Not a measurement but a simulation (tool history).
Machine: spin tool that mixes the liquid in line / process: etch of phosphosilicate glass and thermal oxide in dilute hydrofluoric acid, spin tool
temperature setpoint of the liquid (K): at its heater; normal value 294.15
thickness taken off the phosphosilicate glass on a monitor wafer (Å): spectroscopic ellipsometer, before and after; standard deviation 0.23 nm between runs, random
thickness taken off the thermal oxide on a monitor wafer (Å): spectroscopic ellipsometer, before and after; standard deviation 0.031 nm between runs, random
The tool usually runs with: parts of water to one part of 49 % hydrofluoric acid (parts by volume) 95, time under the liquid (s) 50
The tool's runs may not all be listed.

| run | day | temperature setpoint of the liquid (K) | parts of water to one part of 49 % hydrofluoric acid (parts by volume) | time under the liquid (s) | wafers since the last listed run | hours since the thermometer was replaced | hours since the hydrofluoric acid flow meter was replaced | hours since the gauge calibration | read-back film thickness of the phosphosilicate glass reference wafer, read on the same gauge (nm) | read-back film thickness of the thermal oxide reference wafer, read on the same gauge (nm) | thickness taken off the phosphosilicate glass on a monitor wafer (Å) | thickness taken off the thermal oxide on a monitor wafer (Å) |
|---|---|---|---|---|---|---|---|---|---|---|---|---|
| 1 | 0.000 | 294.15 | 65 | 30 | 0 | 992.2 | 1046.2 | 999.2 | 30.80 | 51.294 | 395.7 | 20.88 |
| 2 | 2.212 | 296.65 | 95 | 50 | 794 | 1045.3 | 1099.3 | 1052.3 | 30.77 | 51.312 | 476.3 | 25.47 |
| 3 | 3.671 | 296.65 | 95 | 50 | 524 | 1080.3 | 1134.3 | 1087.3 | 30.80 | 51.299 | 473.7 | 24.90 |
| 4 | 6.608 | 294.15 | 65 | 50 | 1055 | 1150.8 | 1204.8 | 1157.8 | 30.81 | 51.346 | 644.9 | 33.36 |
| 5 | 9.050 | 294.15 | 65 | 50 | 877 | 1209.4 | 1263.4 | 1216.4 | 30.84 | 51.396 | 657.8 | 34.45 |
|  | 10.642 | hydrofluoric acid flow meter replaced |
| 6 | 11.583 | 294.15 | 95 | 50 | 895 | 1270.2 | 22.6 | 1277.2 | 30.84 | 51.379 | 433.2 | 22.16 |
|  | 12.638 | thermometer replaced |
| 7 | 13.362 | 294.15 | 95 | 50 | 624 | 17.4 | 65.3 | 1319.9 | 30.87 | 51.387 | 436.7 | 22.96 |
| 8 | 15.983 | 294.15 | 95 | 55 | 941 | 80.3 | 128.2 | 1382.8 | 30.88 | 51.448 | 473.7 | 24.84 |
| 9 | 18.842 | 294.15 | 95 | 55 | 1027 | 148.9 | 196.8 | 1451.4 | 30.88 | 51.378 | 477.5 | 25.74 |
|  | 20.792 | gauge calibrated |
| 10 | 21.158 | 292.65 | 45 | 25 | 832 | 204.5 | 252.4 | 8.8 | 30.09 | 50.155 | 442.5 | 23.31 |
| 11 | 23.350 | 290.65 | 110 | 25 | 787 | 257.1 | 305.0 | 61.4 | 30.19 | 50.265 | 156.1 | 8.07 |
| 12 | 25.896 | 292.15 | 95 | 50 | 914 | 318.2 | 366.1 | 122.5 | 30.28 | 50.471 | 391.3 | 20.76 |
| 13 | 27.404 | 294.15 | 65 | 50 | 541 | 354.4 | 402.3 | 158.7 | 30.34 | 50.485 | 652.1 | 33.98 |
| 14 | 34.754 | 294.15 | 95 | 50 | 2640 | 530.8 | 578.7 | 335.1 | 30.48 | 50.841 | 425.9 | 22.56 |
| 15 | 37.479 | 290.15 | 135 | 30 | 979 | 596.2 | 644.1 | 400.5 | 30.58 | 50.881 | 147.2 | 7.93 |
| 16 | 38.733 | 294.15 | 140 | 50 | 450 | 626.3 | 674.2 | 430.6 | 30.60 | 50.992 | 276.8 | 14.91 |
| 17 | 41.725 | 294.15 | 60 | 20 | 1074 | 698.1 | 746.0 | 502.4 | 30.65 | 51.080 | 287.3 | 14.79 |
| 18 | 43.817 | 294.15 | 50 | 50 | 751 | 748.3 | 796.2 | 552.6 | 30.68 | 51.123 | 866.5 | 45.51 |
| 19 | 45.471 | 294.15 | 95 | 50 | 594 | 788.0 | 835.9 | 592.3 | 30.68 | 51.186 | 432.6 | 22.76 |
| 20 | 46.825 | 294.15 | 95 | 50 | 486 | 820.5 | 868.4 | 624.8 | 30.70 | 51.205 | 432.3 | 22.84 |
| 21 | 47.833 | 296.65 | 50 | 30 | 362 | 844.7 | 892.6 | 649.0 | 30.72 | 51.187 | 574.1 | 30.40 |
| 22 | 48.896 | 294.15 | 60 | 50 | 381 | 870.2 | 918.1 | 674.5 | 30.72 | 51.235 | 709.3 | 37.08 |
| 23 | 51.312 | 294.15 | 95 | 70 | 868 | 928.2 | 976.1 | 732.5 | 30.77 | 51.272 | 602.3 | 31.25 |
| 24 | 52.817 | 294.15 | 95 | 40 | 540 | 964.3 | 1012.2 | 768.6 | 30.79 | 51.312 | 344.7 | 18.39 |
| 25 | 54.125 | 294.15 | 95 | 50 | 470 | 995.7 | 1043.6 | 800.0 | 30.78 | 51.351 | 427.5 | 22.69 |
| 26 | 56.846 | 294.15 | 65 | 30 | 977 | 1061.0 | 1108.9 | 865.3 | 30.82 | 51.378 | 389.6 | 20.70 |

What if the next run were any one of these 4? Each begins from the tool's condition after run 26:
| A | 56.862 | 294.15 | 95 | 50 | 5 | 1061.4 | 1109.3 | 865.7 | ? | ? | ? | ? |
| B | 56.862 | 290.15 | 95 | 70 | 5 | 1061.4 | 1109.3 | 865.7 | ? | ? | ? | ? |
| C | 56.862 | 298.65 | 145 | 40 | 5 | 1061.4 | 1109.3 | 865.7 | ? | ? | ? | ? |
| D | 56.862 | 296.15 | 50 | 35 | 5 | 1061.4 | 1109.3 | 865.7 | ? | ? | ? | ? |

| run | read-back film thickness of the phosphosilicate glass reference wafer, read on the same gauge (nm) | read-back film thickness of the thermal oxide reference wafer, read on the same gauge (nm) | thickness taken off the phosphosilicate glass on a monitor wafer (Å) | thickness taken off the thermal oxide on a monitor wafer (Å) |
|---|---|---|---|---|
| A | 30.82 | 51.349 | 429.4 | 22.65 |
| B | 30.82 | 51.349 | 509.1 | 26.85 |
| C | 30.82 | 51.349 | 253.4 | 13.36 |
| D | 30.82 | 51.349 | 655.2 | 34.55 |
The same runs, with their run-to-run variation unchanged, on a tool lacking any hidden condition would have given:
| run | thickness taken off the phosphosilicate glass on a monitor wafer (Å) | thickness taken off the thermal oxide on a monitor wafer (Å) |
|---|---|---|
| A | 418.0 | 22.04 |
| B | 495.6 | 26.13 |
| C | 246.6 | 13.01 |
| D | 637.8 | 33.63 |

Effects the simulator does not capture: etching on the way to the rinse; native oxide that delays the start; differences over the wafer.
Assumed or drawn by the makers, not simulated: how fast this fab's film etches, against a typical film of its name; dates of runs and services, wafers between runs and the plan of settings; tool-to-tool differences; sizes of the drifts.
